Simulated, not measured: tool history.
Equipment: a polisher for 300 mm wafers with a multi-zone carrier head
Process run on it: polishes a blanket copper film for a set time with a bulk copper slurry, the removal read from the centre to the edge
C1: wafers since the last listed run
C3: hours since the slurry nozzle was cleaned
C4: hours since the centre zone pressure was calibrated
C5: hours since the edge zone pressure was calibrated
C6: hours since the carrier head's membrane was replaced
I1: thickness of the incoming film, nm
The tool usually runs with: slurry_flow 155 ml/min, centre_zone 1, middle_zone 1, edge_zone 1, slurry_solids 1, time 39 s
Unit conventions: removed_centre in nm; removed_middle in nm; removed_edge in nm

Run 1, day 0: usual settings; C1 0; wafers polished on this pad 711; C3 255.8; C4 1325.6; C5 778.8; C6 622; I1 3141.7. Result: removed_centre 347.3 nm, removed_middle 354.1 nm, removed_edge 358.9 nm.
Run 2, day 0.567: usual settings but slurry_solids 1.1, time 35 s; C1 213; wafers polished on this pad 924; C3 269.4; C4 1339.2; C5 792.4; C6 635.6; I1 3126.5. Result: removed_centre 321.1 nm, removed_middle 330.7 nm, removed_edge 334.6 nm.
Run 3, day 1.179: usual settings but slurry_solids 1.1, time 35 s; C1 230; wafers polished on this pad 1155; C3 284.1; C4 1353.9; C5 807.1; C6 650.3; I1 3066.5. Result: removed_centre 315.2 nm, removed_middle 327 nm, removed_edge 337.2 nm.
Run 4, day 1.642: usual settings but edge_zone 0.96; C1 173; wafers polished on this pad 1328; C3 295.2; C4 1365; C5 818.2; C6 661.4; I1 3127.3. Result: removed_centre 331.4 nm, removed_middle 354.7 nm, removed_edge 355.2 nm.
At day 1.95: worn pad replaced by a new one.
Run 5, day 1.971: usual settings but edge_zone 0.96; C1 61; wafers polished on this pad 7; C3 303.1; C4 1372.9; C5 826.1; C6 669.3; I1 3132.7. Result: removed_centre 334.3 nm, removed_middle 353.3 nm, removed_edge 349.9 nm.
Run 6, day 2.304: usual settings; C1 125; wafers polished on this pad 132; C3 311.1; C4 1380.9; C5 834.1; C6 677.3; I1 3106.8. Result: removed_centre 339.9 nm, removed_middle 348.9 nm, removed_edge 356.5 nm.
Run 7, day 2.862: usual settings; C1 209; wafers polished on this pad 342; C3 324.5; C4 1394.3; C5 847.5; C6 690.7; I1 3040.6. Result: removed_centre 344.9 nm, removed_middle 343.8 nm, removed_edge 362.1 nm.
Run 8, day 3.317: usual settings; C1 170; wafers polished on this pad 513; C3 335.4; C4 1405.2; C5 858.4; C6 701.6; I1 3119.1. Result: removed_centre 326.6 nm, removed_middle 348.6 nm, removed_edge 348.6 nm.
At day 3.942: carrier head's membrane replaced by a new one.
Run 9, day 4.204: usual settings but slurry_flow 125 ml/min, centre_zone 1.09, middle_zone 0.9, slurry_solids 0.85; C1 255; wafers polished on this pad 768; C3 356.7; C4 1426.5; C5 879.7; C6 6.3; I1 3111.6. Result: removed_centre 311.9 nm, removed_middle 284 nm, removed_edge 330 nm.
Run 10, day 4.642: usual settings; C1 164; wafers polished on this pad 932; C3 367.2; C4 1437; C5 890.2; C6 16.8; I1 3111.7. Result: removed_centre 324.7 nm, removed_middle 338.8 nm, removed_edge 353.3 nm.
At day 4.912: slurry nozzle cleaned.
At day 5.054: centre zone pressure recalibrated.
Run 11, day 5.208: usual settings but slurry_flow 205 ml/min, centre_zone 1.05, edge_zone 1.08, time 45 s; C1 166; wafers polished on this pad 1099; C3 7.1; C4 3.7; C5 903.8; C6 30.4; I1 3145.1. Result: removed_centre 373.7 nm, removed_middle 382.4 nm, removed_edge 414.5 nm.
Run 12, day 5.496: usual settings but slurry_flow 180 ml/min, centre_zone 0.97, middle_zone 1.11, slurry_solids 1.25; C1 108; wafers polished on this pad 1207; C3 14; C4 10.6; C5 910.7; C6 37.3; I1 3130.8. Result: removed_centre 304.9 nm, removed_middle 357.5 nm, removed_edge 357.1 nm.
At day 5.725: worn pad replaced by a new one.
Run 13, day 5.929: usual settings but slurry_flow 195 ml/min, slurry_solids 0.9; C1 100; wafers polished on this pad 76; C3 24.4; C4 21; C5 921.1; C6 47.7; I1 3095.9. Result: removed_centre 306.8 nm, removed_middle 315.2 nm, removed_edge 326.2 nm.
Run 14, day 6.567: usual settings but centre_zone 0.93; C1 239; wafers polished on this pad 316; C3 39.7; C4 36.3; C5 936.4; C6 63; I1 3109.3. Result: removed_centre 268.4 nm, removed_middle 294.1 nm, removed_edge 319.3 nm.
Run 15, day 6.821: usual settings but slurry_flow 140 ml/min, middle_zone 1.06, slurry_solids 1.25; C1 95; wafers polished on this pad 412; C3 45.8; C4 42.4; C5 942.5; C6 69.1; I1 3117.2. Result: removed_centre 277.2 nm, removed_middle 303.3 nm, removed_edge 331.6 nm.
At day 7.125: edge zone pressure recalibrated.
Run 16, day 7.146: usual settings but edge_zone 1.05; C1 90; wafers polished on this pad 502; C3 53.6; C4 50.2; C5 0.5; C6 76.9; I1 3115.2. Result: removed_centre 274.1 nm, removed_middle 291.3 nm, removed_edge 329.1 nm.
At day 7.438: slurry nozzle cleaned, repeated, since the last time left the tool worse.
Run 17, day 7.829: usual settings; C1 241; wafers polished on this pad 744; C3 9.4; C4 66.6; C5 16.9; C6 93.3; I1 3089.6. Result: removed_centre 361 nm, removed_middle 369 nm, removed_edge 371.6 nm.
Run 18, day 8.371: usual settings but slurry_flow 180 ml/min, centre_zone 0.97, middle_zone 1.11, slurry_solids 1.25; C1 203; wafers polished on this pad 947; C3 22.4; C4 79.6; C5 29.9; C6 106.3; I1 3118.3. Result: removed_centre 382.7 nm, removed_middle 420 nm, removed_edge 391.2 nm.
Run 19, day 9.062: usual settings but centre_zone 1.04, middle_zone 1.05, time 31 s; C1 260; wafers polished on this pad 1207; C3 39; C4 96.2; C5 46.5; C6 122.9; I1 3037.7. Result: removed_centre 295.3 nm, removed_middle 297.8 nm, removed_edge 287.1 nm.
At day 9.362: worn pad replaced by a new one.
Run 20, day 9.383: usual settings but centre_zone 1.04; C1 57; wafers polished on this pad 7; C3 46.7; C4 103.9; C5 54.2; C6 130.6; I1 3091.5. Result: removed_centre 370.1 nm, removed_middle 358.4 nm, removed_edge 370.4 nm.
Run 21, day 9.754: usual settings but middle_zone 1.11, edge_zone 0.9; C1 139; wafers polished on this pad 146; C3 55.6; C4 112.8; C5 63.1; C6 139.5; I1 3096.1. Result: removed_centre 356.2 nm, removed_middle 390.9 nm, removed_edge 357.1 nm.

Branching from run 21: 4 alternative next runs. What would each branch give?
Run A, day 9.771: usual settings but time 26 s; C1 6; wafers polished on this pad 153; C3 56; C4 113.2; C5 63.5; C6 139.9; I1 3137. Result: removed_centre ?, removed_middle ?, removed_edge ?.
Run B, day 9.771: usual settings but centre_zone 1.05; C1 6; wafers polished on this pad 153; C3 56; C4 113.2; C5 63.5; C6 139.9; I1 3137. Result: removed_centre ?, removed_middle ?, removed_edge ?.
Run C, day 9.771: usual settings but middle_zone 1.12, time 27 s; C1 6; wafers polished on this pad 153; C3 56; C4 113.2; C5 63.5; C6 139.9; I1 3137. Result: removed_centre ?, removed_middle ?, removed_edge ?.
Run D, day 9.771: usual settings but middle_zone 0.92; C1 6; wafers polished on this pad 153; C3 56; C4 113.2; C5 63.5; C6 139.9; I1 3137. Result: removed_centre ?, removed_middle ?, removed_edge ?.

run  removed_centre  removed_middle  removed_edge
  A           238.7           245.6         242.8
  B           372.7           368.4         364.2
  C           248.1           276.8         251.8
  D           357.9           347.5         364.5
With the hidden condition removed and each run's random variation left untouched, the same runs would have given:
run  removed_centre  removed_middle  removed_edge
  A           243.3           249.8         245.7
  B           379.8           374.6         368.6
  C           252.8           281.5         254.8
  D           364.8           353.4         368.9
